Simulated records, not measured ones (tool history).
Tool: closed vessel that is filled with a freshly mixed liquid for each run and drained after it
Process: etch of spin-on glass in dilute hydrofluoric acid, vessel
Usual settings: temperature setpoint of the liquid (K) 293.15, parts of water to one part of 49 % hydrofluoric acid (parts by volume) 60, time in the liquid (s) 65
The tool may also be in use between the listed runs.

run     day  temperature setpoint of the liquid (K)  parts of water to one part of 49 % hydrofluoric acid (parts by volume)  time in the liquid (s)  wafers since the last listed run  hours since the thermometer was replaced  hours since the hydrofluoric acid flow meter was replaced  hours since the gauge calibration  read-back film thickness of the spin-on glass reference wafer, read on the same gauge (nm)  thickness taken off the spin-on glass on a monitor wafer (angstrom)
  1       0                                  293.15                                                                      60                      65                                 0                                       618                                                     1913.9                                168                                                                                          40                                                                290.5
  2   0.371                                  293.15                                                                      60                      65                               633                                     626.9                                                     1922.8                              176.9                                                                                       39.98                                                                290.7
  3     2.4                                  293.15                                                                      60                      65                              3465                                     675.6                                                     1971.5                              225.6                                                                                       39.99                                                                294.1
  4   3.029                                  293.15                                                                      60                      65                              1074                                     690.7                                                     1986.6                              240.7                                                                                       40.01                                                                292.6
  5   4.629                                  293.15                                                                      60                      65                              2732                                     729.1                                                       2025                              279.1                                                                                       40.02                                                                296.6
  6   5.204                                  293.15                                                                      60                      65                               982                                     742.9                                                     2038.8                              292.9                                                                                          40                                                                295.8
  7   5.592                                  293.15                                                                      60                      95                               661                                     752.2                                                     2048.1                              302.2                                                                                       39.99                                                                432.6
  8   6.162                                  296.65                                                                      40                      65                               974                                     765.9                                                     2061.8                              315.9                                                                                       40.01                                                                528.6
        8.1  -- hydrofluoric acid flow meter replaced
  9   8.121                                  293.15                                                                      85                      65                              3273                                     812.9                                                        0.5                              362.9                                                                                       39.97                                                                186.1
 10   8.562                                  293.15                                                                      85                      65                               754                                     823.5                                                       11.1                              373.5                                                                                       40.01                                                                  186
 11   9.179                                  293.15                                                                      60                      65                              1053                                     838.3                                                       25.9                              388.3                                                                                       40.01                                                                271.6
 12   9.704                                  293.15                                                                      60                      65                               896                                     850.9                                                       38.5                              400.9                                                                                       39.98                                                                273.6
     10.042  -- thermometer replaced
 13  10.196                                  293.15                                                                      35                      95                               768                                       3.7                                                       50.3                              412.7                                                                                       39.99                                                                656.3
 14  10.712                                  290.65                                                                      80                      95                               882                                      16.1                                                       62.7                              425.1                                                                                       40.01                                                                245.9
 15      11                                  293.15                                                                      60                      65                               491                                        23                                                       69.6                                432                                                                                          40                                                                254.3
 16  11.538                                  293.15                                                                      40                      85                               918                                      35.9                                                       82.5                              444.9                                                                                       40.01                                                                511.5
     11.675  -- gauge calibrated
 17  12.196                                  291.65                                                                      60                      85                              1124                                      51.7                                                       98.3                               12.5                                                                                          40                                                                312.8
 18    12.9                                  293.15                                                                      60                      65                              1202                                      68.6                                                      115.2                               29.4                                                                                       40.02                                                                255.7
 19  13.642                                  296.65                                                                      60                      65                              1266                                      86.4                                                        133                               47.2                                                                                          40                                                                298.2
 20  13.996                                  293.15                                                                      60                      65                               604                                      94.9                                                      141.5                               55.7                                                                                       39.97                                                                258.4
 21  14.283                                  290.15                                                                      45                      50                               491                                     101.8                                                      148.4                               62.6                                                                                          40                                                                238.1
 22  14.533                                  295.15                                                                      60                      65                               426                                     107.8                                                      154.4                               68.6                                                                                          40                                                                281.8
 23    15.2                                  293.15                                                                      60                      85                              1138                                     123.8                                                      170.4                               84.6                                                                                       39.99                                                                340.3
 24  15.933                                  293.15                                                                      60                      50                              1252                                     141.4                                                        188                              102.2                                                                                          40                                                                198.9
 25  16.667                                  293.15                                                                      60                      40                              1252                                       159                                                      205.6                              119.8                                                                                       40.01                                                                160.1

Forecast each of these 5 alternatives for the next run:
  A  16.696                                  293.15                                                                      60                      65                                49                                     159.7                                                      206.3                              120.5                                                                                           ?                                                                    ?
  B  16.696                                  298.15                                                                      45                      40                                49                                     159.7                                                      206.3                              120.5                                                                                           ?                                                                    ?
  C  16.696                                  290.65                                                                      85                      50                                49                                     159.7                                                      206.3                              120.5                                                                                           ?                                                                    ?
  D  16.696                                  291.65                                                                      70                      30                                49                                     159.7                                                      206.3                              120.5                                                                                           ?                                                                    ?
  E  16.696                                  293.15                                                                      60                      80                                49                                     159.7                                                      206.3                              120.5                                                                                           ?                                                                    ?

run  read-back film thickness of the spin-on glass reference wafer, read on the same gauge (nm)  thickness taken off the spin-on glass on a monitor wafer (angstrom)
  A                                                                                       39.98                                                                261.1
  B                                                                                       39.98                                                                268.6
  C                                                                                       39.98                                                                124.1
  D                                                                                       39.98                                                                 95.9
  E                                                                                       39.98                                                                321.4
Without the tool's hidden state the same runs would have given:
run  thickness taken off the spin-on glass on a monitor wafer (angstrom)
  A                                                                246.5
  B                                                                253.8
  C                                                                117.1
  D                                                                 90.5
  E                                                                303.4
